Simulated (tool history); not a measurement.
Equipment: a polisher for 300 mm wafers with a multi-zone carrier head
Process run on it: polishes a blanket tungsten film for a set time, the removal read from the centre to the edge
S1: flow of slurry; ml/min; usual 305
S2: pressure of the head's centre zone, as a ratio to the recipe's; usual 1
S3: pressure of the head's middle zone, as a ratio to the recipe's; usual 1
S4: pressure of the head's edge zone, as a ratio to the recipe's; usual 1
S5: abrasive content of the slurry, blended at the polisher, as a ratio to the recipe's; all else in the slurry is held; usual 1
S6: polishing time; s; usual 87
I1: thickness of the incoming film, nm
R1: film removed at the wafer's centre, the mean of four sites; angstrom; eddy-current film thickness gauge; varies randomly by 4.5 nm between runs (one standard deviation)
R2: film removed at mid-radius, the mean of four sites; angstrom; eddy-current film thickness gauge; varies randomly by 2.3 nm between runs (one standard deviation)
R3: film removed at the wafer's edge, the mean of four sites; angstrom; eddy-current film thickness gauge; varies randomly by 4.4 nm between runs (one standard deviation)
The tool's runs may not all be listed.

run     day   S1    S2    S3    S4    S5   S6      I1    R1    R2    R3
  1       0  305  0.96  1.03     1     1   87  1481.2  3120  3283  3257
  2   1.183  305  0.96  1.03     1     1   87  1440.9  3170  3211  3388
  3   2.175  305  0.96  1.03     1     1   87  1491.7  3210  3284  3334
  4   3.004  305     1     1     1     1   87  1459.8  3266  3167  3376
  5   4.058  305     1     1     1     1   87    1448  3321  3176  3340
      4.962  -- worn pad replaced by a new one
  6   5.217  305     1     1     1     1   87  1481.5  3382  3196  3378
  7   6.208  305     1     1     1     1   87  1479.4  3292  3221  3334
      6.633  -- edge zone pressure recalibrated
  8       7  305     1     1     1     1   87    1478  3369  3164  3288
      7.504  -- carrier head's membrane replaced by a new one
  9   7.808  220  0.91     1     1     1   87  1462.4  2937  3047  3263
 10   9.267  305     1     1  0.93     1   87  1475.2  3428  3186  3315
 11   9.938  305     1     1     1     1  106  1459.4  4218  3873  4120
 12  10.838  305     1     1     1     1   87  1436.2  3421  3173  3321
     11.929  -- worn pad replaced by a new one
 13  12.062  305     1     1     1     1   87  1477.7  3351  3196  3363
 14  12.938  405  0.92  1.07     1     1   70  1454.4  2554  2813  2702
 15  14.317  305     1  0.93     1  1.25   87    1479  3537  3078  3409
 16  15.558  350     1     1     1     1   69  1465.4  2789  2569  2726
 17  16.762  305   0.9     1     1     1   87    1454  3152  3188  3459
 18  18.229  305  1.05     1   0.9  0.75   87  1441.2  3449  3043  3072
       19.2  -- worn pad replaced by a new one
 19  19.221  340     1     1     1     1   87  1468.4  3573  3196  3378
 20  19.933  305     1     1     1     1   87  1463.3  3490  3220  3352
 21  20.546  355  0.96     1     1  1.15   87  1459.7  3601  3333  3432
 22  21.662  245  1.11   1.1     1     1   87  1463.4  3797  3351  3230

Below, some changes in R1 between adjacent runs. For each, the amount present without the hidden state too (settings, incoming material, random variation) and the amount remaining for the hidden state with gauge scatter not shared by both compared results:
Hidden state present: removal rate lost through wear of the pad, %; slurry flow missing at the pad, %; deviation of the centre zone's pressure from its setpoint, %; deviation of the edge zone's pressure from its setpoint, %.
Run 10 -> 11: S4 0.93 -> 1, S6 87 -> 106. R1 +790 angstrom: hidden state +31, all else +759.
Run 13 -> 14: S1 305 -> 405, S2 1 -> 0.92, S3 1 -> 1.07, S6 87 -> 70. R1 -797 angstrom: hidden state -23, all else -774.
Run 14 -> 15: S1 405 -> 305, S2 0.92 -> 1, S3 1.07 -> 0.93, S5 1 -> 1.25, S6 70 -> 87. R1 +983 angstrom: hidden state +49, all else +934.
